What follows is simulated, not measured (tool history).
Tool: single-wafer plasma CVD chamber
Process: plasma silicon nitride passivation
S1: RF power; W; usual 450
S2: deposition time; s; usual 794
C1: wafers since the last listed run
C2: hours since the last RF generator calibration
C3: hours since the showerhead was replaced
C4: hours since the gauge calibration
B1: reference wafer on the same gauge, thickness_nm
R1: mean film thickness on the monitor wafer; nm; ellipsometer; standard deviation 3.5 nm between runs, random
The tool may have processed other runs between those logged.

run,hour,S1,S2,C1,C2,C3,C4,B1,R1
1,0,450,794,0,1926.6,6097,484.9,1341.493,1145.797
2,32.1,450,794,97,1958.7,6129.1,517,1340.258,1149.42
3,45.7,450,794,41,1972.3,6142.7,530.6,1341.021,1146.315
4,62.9,450,794,52,1989.5,6159.9,547.8,1341.046,1152.334
5,95.3,450,794,98,2021.9,6192.3,580.2,1339.127,1146.062
6,109.5,450,794,43,2036.1,6206.5,594.4,1339.493,1153.742
7,131.8,450,794,67,2058.4,6228.8,616.7,1337.398,1139.858
8,158.1,450,794,80,2084.7,6255.1,643,1339.639,1145.333
9,174.7,450,794,50,2101.3,6271.7,659.6,1340.869,1146.085
10,190.5,450,794,48,2117.1,6287.5,675.4,1338.062,1144.665
11,209,450,906,56,2135.6,6306,693.9,1340.19,1311.971
12,230,450,906,64,2156.6,6327,714.9,1340.69,1307.384
13,254.2,450,794,73,2180.8,6351.2,739.1,1340.686,1141.837
14,283.6,450,794,89,2210.2,6380.6,768.5,1339.831,1143.067
15,296.6,450,794,39,2223.2,6393.6,781.5,1339.527,1143.303
16,326.3,450,794,90,2252.9,6423.3,811.2,1342.186,1138.502
17,354.4,450,794,85,2281,6451.4,839.3,1339.262,1139.706
18,372.1,450,794,53,2298.7,6469.1,857,1339.945,1139.183
19,386.7,450,794,44,2313.3,6483.7,871.6,1339.577,1139.458
# hour 455.1: showerhead replaced, of another model than before
# hour 470.8: RF generator calibrated
20,471.3,490,794,209,0.5,16.2,956.2,1338.949,1266.832
21,476.1,450,640,14,5.3,21,961,1339.556,947.955
22,507.2,450,794,94,36.4,52.1,992.1,1339.676,1185.086
23,544,485,794,112,73.2,88.9,1028.9,1340.804,1257.518
# hour 568.2: gauge calibrated
24,574.4,415,929,92,103.6,119.3,6.2,1339.605,1270.405
25,596.3,450,794,66,125.5,141.2,28.1,1340.213,1178.561
26,613.1,410,733,51,142.3,158,44.9,1339.811,987.046
27,635.5,530,845,68,164.7,180.4,67.3,1340.818,1428.808
28,743.4,450,859,328,272.6,288.3,175.2,1339.731,1276.303
29,765.5,415,680,67,294.7,310.4,197.3,1339.445,929.603
30,780.5,450,794,45,309.7,325.4,212.3,1339.801,1176.773
31,803.2,450,794,69,332.4,348.1,235,1338.597,1176.246
32,827.5,360,690,74,356.7,372.4,259.3,1340.003,772.041
33,845.2,525,722,53,374.4,390.1,277,1340.972,1212.501
34,859.5,450,950,43,388.7,404.4,291.3,1340.435,1406.7

Describe how what the log doesn't record of the tool's condition differs between the last listed run preceding each entry between runs and the first listed run following it.
After run 19, before run 20: showerhead replaced, of another model than before (hour 455.1); RF generator calibrated (hour 470.8)
  delivered RF power above the setpoint (%): -7.02 -> -0.358
  measured value less the no-hidden-state value, R1: -44.266 -> -4.184 nm
After run 23, before run 24: gauge calibrated (hour 568.2)
  delivered RF power above the setpoint (%): -0.365 -> -0.372
  measured value less the no-hidden-state value, R1: -4.229 -> -4.349 nm
